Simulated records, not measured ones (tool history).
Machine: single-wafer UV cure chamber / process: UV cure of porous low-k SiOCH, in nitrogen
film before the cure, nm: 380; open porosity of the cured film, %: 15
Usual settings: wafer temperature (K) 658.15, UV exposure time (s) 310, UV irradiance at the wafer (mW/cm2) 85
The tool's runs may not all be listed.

run    hour  wafer temperature (K)  UV exposure time (s)  UV irradiance at the wafer (mW/cm2)  loss of film thickness in the cure (%)
  1       0                 658.15                   390                                   85                                      11
  2    75.8                 658.15                   390                                   85                                  10.997
        157  -- quartz window cleaned
  3   179.2                 672.15                   310                                   85                                  10.441
      412.1  -- quartz window cleaned
  4   425.2                 672.15                   310                                   85                                  10.917
  5   479.4                 658.15                   310                                   85                                  10.708
  6   530.7                 658.15                   420                                   85                                  11.248
      590.6  -- UV bulbs replaced
  7   591.1                 658.15                   190                                   85                                   8.173
  8     677                 658.15                   190                                   85                                   8.054
      724.3  -- quartz window cleaned
  9   776.6                 665.15                   160                                   55                                   6.294
 10   857.8                 658.15                   310                                   98                                  10.862
 11   962.4                 658.15                   310                                   85                                  10.149
      981.4  -- quartz window cleaned
 12  1029.8                 671.15                   240                                   57                                   8.131
 13  1088.3                 658.15                   425                                   85                                  11.688
 14  1182.4                 658.15                   425                                   85                                  11.519
     1216.1  -- quartz window cleaned
 15  1220.3                 669.15                   485                                   96                                  13.057
 16  1307.2                 658.15                   140                                   85                                   7.144
 17  1364.3                 671.15                   370                                   99                                  11.915

For each run, the measured value with the value that run would have given without the tool's hidden condition subtracted. The run-to-run variation is shared by both, the gauge scatter possibly not:
What the log doesn't record here: lamp output below its setpoint, %; transmission lost against a clean window, %.
run  loss of film thickness in the cure (%)
  1                                  -0.348
  2                                  -0.544
  3                                  -0.162
  4                                  -0.096
  5                                  -0.226
  6                                  -0.344
  7                                   -0.46
  8                                  -0.672
  9                                  -0.116
 10                                  -0.332
 11                                  -0.592
 12                                  -0.137
 13                                  -0.294
 14                                  -0.536
 15                                   -0.04
 16                                  -0.213
 17                                  -0.393
